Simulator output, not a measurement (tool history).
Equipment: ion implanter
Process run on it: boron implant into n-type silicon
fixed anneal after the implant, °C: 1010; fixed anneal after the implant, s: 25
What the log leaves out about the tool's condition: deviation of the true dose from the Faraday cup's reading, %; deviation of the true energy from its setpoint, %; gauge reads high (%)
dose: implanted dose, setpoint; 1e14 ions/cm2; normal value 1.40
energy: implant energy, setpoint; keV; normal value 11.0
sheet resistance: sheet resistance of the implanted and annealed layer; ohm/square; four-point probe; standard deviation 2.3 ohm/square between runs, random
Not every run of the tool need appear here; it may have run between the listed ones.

run	hour	dose	energy	wafers since the last listed run	hours since the last dose calibration	hours since the extraction supply was calibrated	hours since the gauge calibration	read-back reference wafer on the same gauge, sheet resistance	sheet resistance
1	0.0	1.40	11.0	0	209.2	3041.0	686.0	555.90	680.45
2	62.5	1.40	11.0	961	271.7	3103.5	748.5	556.29	680.60
3	122.4	1.40	11.0	921	331.6	3163.4	808.4	556.09	683.86
4	173.0	1.40	11.0	778	382.2	3214.0	859.0	555.69	681.97
5	252.4	1.40	11.0	1221	461.6	3293.4	938.4	556.44	683.96
6	298.9	1.40	11.0	715	508.1	3339.9	984.9	556.18	682.97
7	347.1	1.40	11.0	741	556.3	3388.1	1033.1	556.02	682.11
8	413.0	1.40	11.0	1013	622.2	3454.0	1099.0	555.93	684.87
# hour 424.0: extraction supply calibrated
9	477.9	1.40	11.0	875	687.1	53.9	1163.9	555.61	685.29
10	506.3	1.40	11.0	436	715.5	82.3	1192.3	555.67	686.02
11	546.9	1.40	11.0	624	756.1	122.9	1232.9	555.86	690.95
12	583.2	1.40	11.0	558	792.4	159.2	1269.2	556.39	685.72
# hour 656.8: Faraday cup replaced and dose calibrated
13	741.2	1.40	11.0	2306	84.4	317.2	1427.2	556.41	672.24
# hour 763.2: gauge calibrated
14	775.8	1.40	11.0	532	119.0	351.8	12.6	555.72	675.41
15	832.9	1.24	8.0	878	176.1	408.9	69.7	556.11	780.81
16	859.4	1.40	11.0	407	202.6	435.4	96.2	556.09	675.74
17	921.5	1.40	11.0	955	264.7	497.5	158.3	555.71	677.08
18	969.2	1.60	8.5	733	312.4	545.2	206.0	556.06	631.62
19	1003.3	1.01	12.0	524	346.5	579.3	240.1	556.12	870.68
20	1028.7	1.40	7.5	390	371.9	604.7	265.5	556.10	717.49
21	1068.3	1.40	14.5	609	411.5	644.3	305.1	556.34	660.19
22	1104.5	1.40	8.5	556	447.7	680.5	341.3	556.27	703.59
23	1152.2	1.40	11.0	733	495.4	728.2	389.0	555.64	681.89
24	1212.3	1.70	9.5	924	555.5	788.3	449.1	555.96	597.40
25	1259.1	1.07	11.0	719	602.3	835.1	495.9	556.22	850.01

Alternative continuations, all from the tool just after run 25; predict every row:
A	1259.5	1.40	12.5	6	602.7	835.5	496.3	?	?
B	1259.5	0.99	8.0	6	602.7	835.5	496.3	?	?
C	1259.5	1.02	12.5	6	602.7	835.5	496.3	?	?

run	read-back reference wafer on the same gauge, sheet resistance	sheet resistance
A	555.68	675.91
B	555.68	944.05
C	555.68	868.10
Stripped of hidden state, with their random variation kept, the same runs would have yielded:
run	sheet resistance
A	660.34
B	922.32
C	848.79
